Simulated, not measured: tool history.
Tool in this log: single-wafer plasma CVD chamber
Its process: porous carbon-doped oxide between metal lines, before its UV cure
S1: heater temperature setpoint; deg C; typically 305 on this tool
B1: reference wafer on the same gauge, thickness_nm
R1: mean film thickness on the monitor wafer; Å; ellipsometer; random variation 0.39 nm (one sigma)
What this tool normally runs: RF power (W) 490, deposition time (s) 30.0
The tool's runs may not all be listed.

run 1 day=0.000 | S1=305 RF_power_(W)=490 deposition_time_(s)=30.0 | B1=170.368 | R1=1611.83
run 2 day=3.433 | S1=305 RF_power_(W)=490 deposition_time_(s)=30.0 | B1=170.876 | R1=1624.92
run 3 day=4.308 | S1=305 RF_power_(W)=490 deposition_time_(s)=30.0 | B1=171.137 | R1=1620.77
run 4 day=4.842 | S1=298 RF_power_(W)=525 deposition_time_(s)=30.0 | B1=171.265 | R1=1755.23
-- day=5.529 gauge calibrated
-- day=6.271 thermocouple changed; heater temperature recalibrated
-- day=6.550 RF generator calibrated
run 5 day=6.571 | S1=298 RF_power_(W)=525 deposition_time_(s)=30.0 | B1=170.181 | R1=1743.13
run 6 day=7.008 | S1=298 RF_power_(W)=525 deposition_time_(s)=30.0 | B1=170.169 | R1=1747.94
run 7 day=8.196 | S1=305 RF_power_(W)=490 deposition_time_(s)=30.0 | B1=170.218 | R1=1610.47
run 8 day=9.129 | S1=305 RF_power_(W)=490 deposition_time_(s)=30.0 | B1=170.308 | R1=1622.75
-- day=9.488 showerhead replaced
run 9 day=10.500 | S1=315 RF_power_(W)=460 deposition_time_(s)=32.6 | B1=170.495 | R1=1601.15
run 10 day=11.012 | S1=298 RF_power_(W)=440 deposition_time_(s)=33.9 | B1=170.676 | R1=1786.66
run 11 day=11.896 | S1=305 RF_power_(W)=490 deposition_time_(s)=30.0 | B1=170.719 | R1=1616.38
run 12 day=13.192 | S1=305 RF_power_(W)=490 deposition_time_(s)=33.1 | B1=171.033 | R1=1781.09
-- day=14.146 gauge calibrated
run 13 day=14.171 | S1=311 RF_power_(W)=545 deposition_time_(s)=35.8 | B1=169.761 | R1=1958.42
run 14 day=15.638 | S1=316 RF_power_(W)=490 deposition_time_(s)=27.2 | B1=169.792 | R1=1379.19
run 15 day=16.888 | S1=305 RF_power_(W)=490 deposition_time_(s)=30.0 | B1=169.970 | R1=1614.06
run 16 day=18.121 | S1=295 RF_power_(W)=585 deposition_time_(s)=27.0 | B1=170.014 | R1=1695.48

Exercise: give the hidden state of the tool at every run:
wafer temperature above the value expected at the setpoint (K): 0 at every run
delivered RF power above the setpoint (%): 0 at every run
H1: gauge reads high (%)
run=1 H1=0.159
run=2 H1=0.508
run=3 H1=0.634
run=4 H1=0.717
run=5 H1=0.0645
run=6 H1=0.0751
run=7 H1=0.123
run=8 H1=0.179
run=9 H1=0.292
run=10 H1=0.344
run=11 H1=0.445
run=12 H1=0.62
run=13 H1=-0.18
run=14 H1=-0.159
run=15 H1=-0.108
run=16 H1=-0.0279
